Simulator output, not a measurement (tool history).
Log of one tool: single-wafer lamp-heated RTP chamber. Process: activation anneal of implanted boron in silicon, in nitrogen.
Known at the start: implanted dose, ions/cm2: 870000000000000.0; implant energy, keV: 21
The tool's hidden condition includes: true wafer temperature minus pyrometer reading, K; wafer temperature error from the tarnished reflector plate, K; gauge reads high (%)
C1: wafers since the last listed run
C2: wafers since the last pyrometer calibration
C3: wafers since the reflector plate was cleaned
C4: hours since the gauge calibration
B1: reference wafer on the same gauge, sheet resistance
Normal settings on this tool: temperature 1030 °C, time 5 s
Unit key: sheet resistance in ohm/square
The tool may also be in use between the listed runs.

{"run": 1, "hour": 0.0, "temperature": 1030, "time": 5, "C1": 0, "C2": 3559, "C3": 12629, "C4": 93.3, "B1": 164.01, "sheet resistance": 137.68}
{"run": 2, "hour": 92.2, "temperature": 1030, "time": 5, "C1": 996, "C2": 4556, "C3": 13625, "C4": 185.5, "B1": 163.97, "sheet resistance": 137}
{"hour": 141.7, "done": "reflector plate cleaned"}
{"run": 3, "hour": 142.2, "temperature": 1030, "time": 5, "C1": 453, "C2": 5009, "C3": 5, "C4": 235.5, "B1": 163.95, "sheet resistance": 137.05}
{"run": 4, "hour": 187.9, "temperature": 1030, "time": 5, "C1": 493, "C2": 5503, "C3": 499, "C4": 281.2, "B1": 164.01, "sheet resistance": 137.15}
{"run": 5, "hour": 320.4, "temperature": 1030, "time": 5, "C1": 1431, "C2": 6935, "C3": 1931, "C4": 413.7, "B1": 163.97, "sheet resistance": 136.58}
{"run": 6, "hour": 400.8, "temperature": 1030, "time": 5, "C1": 868, "C2": 7804, "C3": 2800, "C4": 494.1, "B1": 163.97, "sheet resistance": 136.72}
{"hour": 410.1, "done": "pyrometer window cleaned and pyrometer calibrated"}
{"run": 7, "hour": 484.1, "temperature": 1030, "time": 4, "C1": 813, "C2": 799, "C3": 3614, "C4": 577.4, "B1": 163.99, "sheet resistance": 137.9}
{"run": 8, "hour": 556.9, "temperature": 1030, "time": 4, "C1": 786, "C2": 1586, "C3": 4401, "C4": 650.2, "B1": 163.99, "sheet resistance": 137.81}
{"run": 9, "hour": 661.2, "temperature": 1023, "time": 5, "C1": 1127, "C2": 2713, "C3": 5528, "C4": 754.5, "B1": 163.95, "sheet resistance": 138.47}
{"run": 10, "hour": 721.5, "temperature": 1023, "time": 5, "C1": 651, "C2": 3364, "C3": 6179, "C4": 814.8, "B1": 163.99, "sheet resistance": 138.24}
{"run": 11, "hour": 829.2, "temperature": 1023, "time": 5, "C1": 1163, "C2": 4528, "C3": 7343, "C4": 922.5, "B1": 164, "sheet resistance": 137.86}
{"run": 12, "hour": 878.6, "temperature": 1021, "time": 5, "C1": 533, "C2": 5062, "C3": 7877, "C4": 971.9, "B1": 164.05, "sheet resistance": 138.26}
{"run": 13, "hour": 959.5, "temperature": 1021, "time": 5, "C1": 874, "C2": 5937, "C3": 8751, "C4": 1052.8, "B1": 164.02, "sheet resistance": 138.13}
{"run": 14, "hour": 1004.3, "temperature": 1021, "time": 5, "C1": 484, "C2": 6421, "C3": 9236, "C4": 1097.6, "B1": 163.97, "sheet resistance": 137.64}
{"hour": 1069.0, "done": "pyrometer window cleaned and pyrometer calibrated"}
{"run": 15, "hour": 1069.5, "temperature": 1014, "time": 6, "C1": 618, "C2": 5, "C3": 9854, "C4": 1162.8, "B1": 164.05, "sheet resistance": 140.26}
{"run": 16, "hour": 1153.5, "temperature": 1053, "time": 7, "C1": 907, "C2": 913, "C3": 10762, "C4": 1246.8, "B1": 163.98, "sheet resistance": 135.94}
{"run": 17, "hour": 1218.0, "temperature": 1011, "time": 5, "C1": 697, "C2": 1610, "C3": 11459, "C4": 1311.3, "B1": 163.97, "sheet resistance": 141.43}
{"run": 18, "hour": 1309.3, "temperature": 1058, "time": 5, "C1": 986, "C2": 2597, "C3": 12445, "C4": 1402.6, "B1": 164.01, "sheet resistance": 136.46}
{"hour": 1346.5, "done": "reflector plate cleaned"}
{"run": 19, "hour": 1383.4, "temperature": 1006, "time": 7, "C1": 714, "C2": 3311, "C3": 399, "C4": 1476.7, "B1": 164.05, "sheet resistance": 141.55}
{"run": 20, "hour": 1461.9, "temperature": 1016, "time": 3, "C1": 848, "C2": 4159, "C3": 1247, "C4": 1555.2, "B1": 163.99, "sheet resistance": 139.87}
{"run": 21, "hour": 1563.0, "temperature": 1004, "time": 4, "C1": 1092, "C2": 5252, "C3": 2340, "C4": 1656.3, "B1": 164.04, "sheet resistance": 141.38}
{"run": 22, "hour": 1632.4, "temperature": 1041, "time": 5, "C1": 750, "C2": 6002, "C3": 3090, "C4": 1725.7, "B1": 164.09, "sheet resistance": 136.75}
{"hour": 1651.6, "done": "pyrometer window cleaned and pyrometer calibrated"}
{"run": 23, "hour": 1685.4, "temperature": 1020, "time": 7, "C1": 486, "C2": 365, "C3": 3576, "C4": 1778.7, "B1": 164.02, "sheet resistance": 138.91}
{"run": 24, "hour": 1786.4, "temperature": 1059, "time": 6, "C1": 1091, "C2": 1457, "C3": 4667, "C4": 1879.7, "B1": 163.98, "sheet resistance": 136.31}
{"run": 25, "hour": 1966.7, "temperature": 1044, "time": 4, "C1": 1948, "C2": 3405, "C3": 6616, "C4": 2060, "B1": 163.95, "sheet resistance": 136.42}
{"run": 26, "hour": 2036.6, "temperature": 1001, "time": 7, "C1": 755, "C2": 4160, "C3": 7371, "C4": 2129.9, "B1": 163.97, "sheet resistance": 142.51}
{"run": 27, "hour": 2097.5, "temperature": 1030, "time": 8, "C1": 658, "C2": 4819, "C3": 8029, "C4": 2190.8, "B1": 163.92, "sheet resistance": 136.68}
{"run": 28, "hour": 2139.3, "temperature": 1030, "time": 5, "C1": 451, "C2": 5270, "C3": 8481, "C4": 2232.6, "B1": 164.02, "sheet resistance": 136.85}

Run 29, settings as shown, results not yet in. Your forecast:
{"hour": 2140.7, "done": "gauge calibrated"}
{"run": 29, "hour": 2246.0, "temperature": 1053, "time": 4, "C1": 1153, "C2": 6423, "C3": 9634, "C4": 105.3, "B1": "?", "sheet resistance": "?"}

B1: 163.94
sheet resistance: 136.46 ohm/square
With no hidden state in the tool, this same run would have given sheet resistance 136.5 ohm/square.
